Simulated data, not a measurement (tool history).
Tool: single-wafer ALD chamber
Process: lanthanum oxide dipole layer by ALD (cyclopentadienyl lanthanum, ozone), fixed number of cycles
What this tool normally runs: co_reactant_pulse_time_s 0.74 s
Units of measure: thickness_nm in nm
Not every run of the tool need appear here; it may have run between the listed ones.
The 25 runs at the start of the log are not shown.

run,hour,co_reactant_pulse_time_s,wafers since the last listed run,hours since the last thermocouple change,hours since the last ozone generator service,hours since the showerhead was replaced,hours since the gauge calibration,"read-back reference wafer on the same gauge, thickness_nm",thickness_nm
26,2013.2,1.03,1604,1373.8,253.3,538.1,1006.7,0.387,0.516
27,2097.1,1,1558,1457.7,337.2,622,1090.6,0.387,0.511
28,2157.1,0.74,1114,1517.7,397.2,682,1150.6,0.387,0.453
29,2214.1,0.74,1058,1574.7,454.2,739,1207.6,0.387,0.45
30,2319.8,0.92,1963,1680.4,559.9,844.7,1313.3,0.387,0.495
31,2377.9,1.01,1079,1738.5,618,902.8,1371.4,0.387,0.511
32,2470.3,0.74,1716,1830.9,710.4,995.2,1463.8,0.387,0.45
33,2546.6,0.61,1417,1907.2,786.7,1071.5,1540.1,0.387,0.407
34,2624.9,0.89,1454,1985.5,865,1149.8,1618.4,0.387,0.487
35,2696.7,0.46,1333,2057.3,936.8,1221.6,1690.2,0.387,0.342

Each row is a separate what-if for the run after 35, all from the same tool condition, not one after another. Results?
A,2697.1,0.74,7,2057.7,937.2,1222,1690.6,?,?
B,2697.1,0.57,7,2057.7,937.2,1222,1690.6,?,?
C,2697.1,0.65,7,2057.7,937.2,1222,1690.6,?,?

run,"read-back reference wafer on the same gauge, thickness_nm",thickness_nm
A,0.387,0.45
B,0.387,0.392
C,0.387,0.422
Take away the tool's hidden state, keep each run's random variation, and the runs would have read:
run,thickness_nm
A,0.457
B,0.399
C,0.429

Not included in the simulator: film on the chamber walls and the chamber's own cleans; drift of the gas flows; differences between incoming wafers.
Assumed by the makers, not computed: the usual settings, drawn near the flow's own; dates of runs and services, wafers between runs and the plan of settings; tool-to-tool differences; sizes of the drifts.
